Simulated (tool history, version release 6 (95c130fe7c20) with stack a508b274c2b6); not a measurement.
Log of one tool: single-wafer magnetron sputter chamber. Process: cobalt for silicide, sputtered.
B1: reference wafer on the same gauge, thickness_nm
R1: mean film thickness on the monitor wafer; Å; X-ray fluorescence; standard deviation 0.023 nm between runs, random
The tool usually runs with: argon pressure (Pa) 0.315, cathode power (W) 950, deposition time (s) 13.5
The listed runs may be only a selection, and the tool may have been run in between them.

{"run": 1, "hour": 0.0, "argon pressure (Pa)": 0.315, "cathode power (W)": 950, "deposition time (s)": 13.5, "B1": 7.307, "R1": 59.16}
{"hour": 42.6, "done": "sputter target and shields replaced"}
{"run": 2, "hour": 66.7, "argon pressure (Pa)": 0.315, "cathode power (W)": 950, "deposition time (s)": 13.5, "B1": 7.31, "R1": 61.0}
{"run": 3, "hour": 116.2, "argon pressure (Pa)": 0.315, "cathode power (W)": 950, "deposition time (s)": 13.5, "B1": 7.31, "R1": 60.99}
{"run": 4, "hour": 156.2, "argon pressure (Pa)": 0.315, "cathode power (W)": 950, "deposition time (s)": 13.5, "B1": 7.307, "R1": 60.29}
{"run": 5, "hour": 259.7, "argon pressure (Pa)": 0.315, "cathode power (W)": 950, "deposition time (s)": 13.5, "B1": 7.313, "R1": 60.56}
{"hour": 320.2, "done": "capacitance manometer re-zeroed and calibrated"}
{"run": 6, "hour": 320.7, "argon pressure (Pa)": 0.315, "cathode power (W)": 950, "deposition time (s)": 13.5, "B1": 7.311, "R1": 60.82}
{"run": 7, "hour": 385.6, "argon pressure (Pa)": 0.315, "cathode power (W)": 950, "deposition time (s)": 13.5, "B1": 7.308, "R1": 60.28}
{"run": 8, "hour": 444.6, "argon pressure (Pa)": 0.315, "cathode power (W)": 950, "deposition time (s)": 14.9, "B1": 7.309, "R1": 66.31}
{"run": 9, "hour": 472.7, "argon pressure (Pa)": 0.315, "cathode power (W)": 950, "deposition time (s)": 14.9, "B1": 7.31, "R1": 66.17}
{"run": 10, "hour": 532.7, "argon pressure (Pa)": 0.315, "cathode power (W)": 950, "deposition time (s)": 11.9, "B1": 7.311, "R1": 52.65}
{"hour": 573.4, "done": "sputter target and shields replaced"}
{"run": 11, "hour": 598.0, "argon pressure (Pa)": 0.315, "cathode power (W)": 800, "deposition time (s)": 13.5, "B1": 7.311, "R1": 53.91}
{"run": 12, "hour": 635.9, "argon pressure (Pa)": 0.242, "cathode power (W)": 800, "deposition time (s)": 15.8, "B1": 7.308, "R1": 64.81}
{"run": 13, "hour": 695.3, "argon pressure (Pa)": 0.315, "cathode power (W)": 1050, "deposition time (s)": 11.0, "B1": 7.313, "R1": 54.38}
{"hour": 746.8, "done": "magnet pack replaced"}
{"run": 14, "hour": 755.7, "argon pressure (Pa)": 0.224, "cathode power (W)": 950, "deposition time (s)": 15.1, "B1": 7.311, "R1": 71.21}
{"run": 15, "hour": 808.9, "argon pressure (Pa)": 0.272, "cathode power (W)": 1050, "deposition time (s)": 15.1, "B1": 7.31, "R1": 74.83}
{"run": 16, "hour": 838.7, "argon pressure (Pa)": 0.315, "cathode power (W)": 1150, "deposition time (s)": 11.1, "B1": 7.31, "R1": 58.07}
{"run": 17, "hour": 877.2, "argon pressure (Pa)": 0.315, "cathode power (W)": 950, "deposition time (s)": 11.4, "B1": 7.308, "R1": 50.81}
{"run": 18, "hour": 930.9, "argon pressure (Pa)": 0.398, "cathode power (W)": 950, "deposition time (s)": 13.5, "B1": 7.308, "R1": 57.59}
{"run": 19, "hour": 982.1, "argon pressure (Pa)": 0.315, "cathode power (W)": 950, "deposition time (s)": 13.5, "B1": 7.307, "R1": 59.69}
{"hour": 1008.6, "done": "sputter target and shields replaced"}
{"run": 20, "hour": 1010.6, "argon pressure (Pa)": 0.418, "cathode power (W)": 950, "deposition time (s)": 12.2, "B1": 7.31, "R1": 53.36}
{"run": 21, "hour": 1063.6, "argon pressure (Pa)": 0.422, "cathode power (W)": 800, "deposition time (s)": 15.0, "B1": 7.31, "R1": 56.75}
{"run": 22, "hour": 1119.1, "argon pressure (Pa)": 0.199, "cathode power (W)": 950, "deposition time (s)": 13.5, "B1": 7.311, "R1": 63.79}
{"run": 23, "hour": 1145.9, "argon pressure (Pa)": 0.315, "cathode power (W)": 950, "deposition time (s)": 14.2, "B1": 7.312, "R1": 64.06}
{"run": 24, "hour": 1178.3, "argon pressure (Pa)": 0.315, "cathode power (W)": 1150, "deposition time (s)": 13.5, "B1": 7.312, "R1": 70.8}
{"run": 25, "hour": 1213.8, "argon pressure (Pa)": 0.315, "cathode power (W)": 750, "deposition time (s)": 13.5, "B1": 7.313, "R1": 50.49}
{"run": 26, "hour": 1246.5, "argon pressure (Pa)": 0.315, "cathode power (W)": 950, "deposition time (s)": 13.5, "B1": 7.306, "R1": 60.2}
{"run": 27, "hour": 1306.7, "argon pressure (Pa)": 0.315, "cathode power (W)": 1100, "deposition time (s)": 12.8, "B1": 7.306, "R1": 64.53}
{"run": 28, "hour": 1332.4, "argon pressure (Pa)": 0.352, "cathode power (W)": 750, "deposition time (s)": 13.5, "B1": 7.309, "R1": 48.82}
{"run": 29, "hour": 1363.6, "argon pressure (Pa)": 0.191, "cathode power (W)": 850, "deposition time (s)": 15.6, "B1": 7.311, "R1": 66.89}
{"run": 30, "hour": 1433.9, "argon pressure (Pa)": 0.436, "cathode power (W)": 850, "deposition time (s)": 11.4, "B1": 7.312, "R1": 43.38}
{"hour": 1488.8, "done": "sputter target and shields replaced"}
{"run": 31, "hour": 1501.1, "argon pressure (Pa)": 0.315, "cathode power (W)": 950, "deposition time (s)": 13.5, "B1": 7.312, "R1": 61.5}
{"run": 32, "hour": 1551.8, "argon pressure (Pa)": 0.315, "cathode power (W)": 950, "deposition time (s)": 13.5, "B1": 7.313, "R1": 60.98}
{"run": 33, "hour": 1588.6, "argon pressure (Pa)": 0.315, "cathode power (W)": 950, "deposition time (s)": 13.5, "B1": 7.306, "R1": 60.5}
{"run": 34, "hour": 1643.7, "argon pressure (Pa)": 0.315, "cathode power (W)": 750, "deposition time (s)": 12.0, "B1": 7.308, "R1": 44.49}

What if the next run were any one of these 5? Each begins from the tool's condition after run 34:
{"run": "A", "hour": 1644.1, "argon pressure (Pa)": 0.315, "cathode power (W)": 950, "deposition time (s)": 13.5, "B1": "?", "R1": "?"}
{"run": "B", "hour": 1644.1, "argon pressure (Pa)": 0.315, "cathode power (W)": 1200, "deposition time (s)": 14.3, "B1": "?", "R1": "?"}
{"run": "C", "hour": 1644.1, "argon pressure (Pa)": 0.275, "cathode power (W)": 1050, "deposition time (s)": 14.4, "B1": "?", "R1": "?"}
{"run": "D", "hour": 1644.1, "argon pressure (Pa)": 0.315, "cathode power (W)": 700, "deposition time (s)": 12.0, "B1": "?", "R1": "?"}
{"run": "E", "hour": 1644.1, "argon pressure (Pa)": 0.269, "cathode power (W)": 950, "deposition time (s)": 12.0, "B1": "?", "R1": "?"}

run=A B1=7.310 R1=60.54
run=B B1=7.310 R1=77.88
run=C B1=7.310 R1=71.44
run=D B1=7.310 R1=42.27
run=E B1=7.310 R1=54.98
What these runs would have given with no unlogged condition in the tool:
run=A R1=62.57
run=B R1=80.49
run=C R1=73.60
run=D R1=43.69
run=E R1=56.62
